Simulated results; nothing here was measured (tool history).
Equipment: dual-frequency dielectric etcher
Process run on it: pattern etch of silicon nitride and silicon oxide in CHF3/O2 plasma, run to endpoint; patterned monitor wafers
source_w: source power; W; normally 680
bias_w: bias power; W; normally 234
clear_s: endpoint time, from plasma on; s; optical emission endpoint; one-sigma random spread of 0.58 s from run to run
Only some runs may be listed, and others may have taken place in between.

run   hour  source_w  bias_w  incoming incoming film thickness, nm  clear_s
  1      0       680     234                                 300.9    187.4
  2   16.6       680     234                                 300.3    187.3
  3   27.3       680     234                                 301.7    187.5
  4   33.8       680     234                                 302.4    187.9
  5   64.2       680     234                                 303.5    189.5
  6   71.3       680     234                                 300.2    185.5
  7   86.1       680     234                                   303    187.7
  8   96.4       680     234                                 301.5    186.1
  9  132.2       680     234                                 299.2      184
 10  132.6       680     234                                 301.4    185.2
 11  134.7       680     234                                 301.4    186.7
 12    148       680     234                                 299.3    184.1
 13  156.3       680     191                                 298.6      199
 14    172       680     234                                 296.9    182.5
 15  187.1       570     182                                   300    220.1
 16  196.3       790     260                                 299.1    165.5
 17  214.3       580     188                                 298.7    213.8
 18  227.5       550     234                                 300.9      203
 19  239.7       680     234                                 298.7    182.3
 20  265.9       830     185                                 300.1    193.2
 21  266.3       560     207                                 302.5    222.1
 22  309.4       750     278                                 300.4    172.2
 23  326.3       520     252                                 301.1    211.1
 24  343.2       640     271                                 297.9    184.2
 25  361.2       580     206                                 302.7    217.1

Not shown: 4 entries that the log had between the listed runs. Between which runs, and how does the tool's hidden state differ before and after?
Runs 8 to 9: upper electrode replaced (hour 131.7)
  etch rate over this chamber's usual, %: 3.5 -> 3.85
  difference, measured minus the result without the unlogged condition, clear_s: -6.5 -> -7.1 s
Runs 16 to 17: bias power generator calibrated (hour 212.9)
  etch rate over this chamber's usual, %: 4.49 -> 4.67
  difference, measured minus the result without the unlogged condition, clear_s: -7.4 -> -10 s
Runs 19 to 20: source power generator calibrated (hour 263.5); wet clean of the chamber (hour 265.4)
  etch rate over this chamber's usual, %: 4.92 -> -0.644
  difference, measured minus the result without the unlogged condition, clear_s: -9 -> +1.2 s

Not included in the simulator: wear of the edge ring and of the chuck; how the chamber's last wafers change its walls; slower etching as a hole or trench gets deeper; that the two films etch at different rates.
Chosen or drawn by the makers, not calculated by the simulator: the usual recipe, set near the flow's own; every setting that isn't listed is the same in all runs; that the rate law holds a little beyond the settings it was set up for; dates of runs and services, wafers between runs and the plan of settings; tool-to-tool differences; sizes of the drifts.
